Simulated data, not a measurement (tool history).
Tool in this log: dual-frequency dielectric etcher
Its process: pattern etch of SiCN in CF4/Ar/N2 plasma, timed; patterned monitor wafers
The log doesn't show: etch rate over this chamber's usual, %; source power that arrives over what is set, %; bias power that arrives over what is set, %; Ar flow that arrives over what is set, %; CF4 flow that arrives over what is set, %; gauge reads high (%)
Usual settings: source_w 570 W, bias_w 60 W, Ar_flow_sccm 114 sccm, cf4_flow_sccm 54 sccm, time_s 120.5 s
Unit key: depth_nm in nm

run    hour  source_w  bias_w  Ar_flow_sccm  cf4_flow_sccm  time_s  wafers since the last listed run  hours since the last wet clean  hours since the last source power generator calibration  hours since the last bias power generator calibration  hours since the last Ar flow controller change  hours since the last CF4 flow controller change  hours since the last upper electrode change  hours since the gauge calibration  read-back reference wafer on the same gauge, depth_nm  depth_nm
  1       0       570      60           114             54   120.5                                 0                           474.7                                                   1953.3                                                 1380.9                                          2205.9                                           2095.7                                       3143.4                                800                                                  121.1     104.9
         66  -- gauge calibrated
       78.2  -- wet clean of the chamber
  2    78.7       570      60           102             54   120.5                               380                             0.5                                                     2032                                                 1459.6                                          2284.6                                           2174.4                                       3222.1                               12.7                                                    121     109.5
  3   139.4       570      60           102             54   120.5                               422                            61.2                                                   2092.7                                                 1520.3                                          2345.3                                           2235.1                                       3282.8                               73.4                                                  121.2     108.5
  4   179.6       570      60           114             54   120.5                               279                           101.4                                                   2132.9                                                 1560.5                                          2385.5                                           2275.3                                         3323                              113.6                                                    121     107.9
  5   281.2       570      60           114             54    96.5                               706                             203                                                   2234.5                                                 1662.1                                          2487.1                                           2376.9                                       3424.6                              215.2                                                    121      84.3
      360.3  -- upper electrode replaced
  6   360.8       570      60           114             54    96.5                               386                           282.6                                                   2314.1                                                 1741.7                                          2566.7                                           2456.5                                          0.5                              294.8                                                  120.9      85.9
      382.8  -- CF4 flow controller replaced
      400.6  -- bias power generator calibrated
  7   405.6       570      60           114             54    96.5                               241                           327.4                                                   2358.9                                                      5                                          2611.5                                             22.8                                         45.3                              339.6                                                  120.8      84.1
  8   434.9       570      60           114             54   120.5                               203                           356.7                                                   2388.2                                                   34.3                                          2640.8                                             52.1                                         74.6                              368.9                                                  120.9     105.1
  9   471.2       570      60           114             54   120.5                               252                             393                                                   2424.5                                                   70.6                                          2677.1                                             88.4                                        110.9                              405.2                                                    121     106.8
      643.6  -- wet clean of the chamber
 10   654.7       670      60           114             58   120.5                              1109                            11.1                                                     2608                                                  254.1                                          2860.6                                            271.9                                        294.4                              588.7                                                  120.9     119.6
      675.9  -- source power generator calibrated
 11   698.4       620      46           114             54   102.5                               276                            54.8                                                     22.5                                                  297.8                                          2904.3                                            315.6                                        338.1                              632.4                                                  120.9      88.8
 12   761.3       570      60           114             66   155.5                               437                           117.7                                                     85.4                                                  360.7                                          2967.2                                            378.5                                          401                              695.3                                                    121     135.2
      780.7  -- gauge calibrated
      789.8  -- Ar flow controller replaced
      805.5  -- wet clean of the chamber, repeated, since the last time left the tool worse
 13     806       570      60           114             43   147.5                               160                             0.5                                                    130.1                                                  405.4                                            16.2                                            423.2                                        445.7                               25.3                                                  120.8     124.4
 14   835.2       570      60           114             54   120.5                               203                            29.7                                                    159.3                                                  434.6                                            45.4                                            452.4                                        474.9                               54.5                                                    121     107.7
 15   884.5       570      50            97             44   120.5                               342                              79                                                    208.6                                                  483.9                                            94.7                                            501.7                                        524.2                              103.8                                                    121     101.7
 16   918.5       570      60           114             54   120.5                               236                             113                                                    242.6                                                  517.9                                           128.7                                            535.7                                        558.2                              137.8                                                  121.2     108.7
 17   954.6       690      72           105             54      99                               251                           149.1                                                    278.7                                                    554                                           164.8                                            571.8                                        594.3                              173.9                                                  120.9     110.4
 18  1008.5       570      60           125             54   120.5                               374                             203                                                    332.6                                                  607.9                                           218.7                                            625.7                                        648.2                              227.8                                                  121.2     104.2

Each row is a separate what-if for the run after 18, all from the same tool condition, not one after another. Results?
  A  1009       570      60           114             54   120.5                                 3                           203.5                                                    333.1                                                  608.4                                           219.2                                            626.2                                        648.7                              228.3                                                      ?         ?
  B  1009       570      60           132             48   120.5                                 3                           203.5                                                    333.1                                                  608.4                                           219.2                                            626.2                                        648.7                              228.3                                                      ?         ?
  C  1009       470      60           137             59   120.5                                 3                           203.5                                                    333.1                                                  608.4                                           219.2                                            626.2                                        648.7                              228.3                                                      ?         ?

run  read-back reference wafer on the same gauge, depth_nm  depth_nm
  A                                                  120.9     107.6
  B                                                  120.9     102.1
  C                                                  120.9      88.1
With the hidden condition removed and each run's random variation left untouched, the same runs would have given:
run  depth_nm
  A     109.3
  B     103.6
  C      89.5
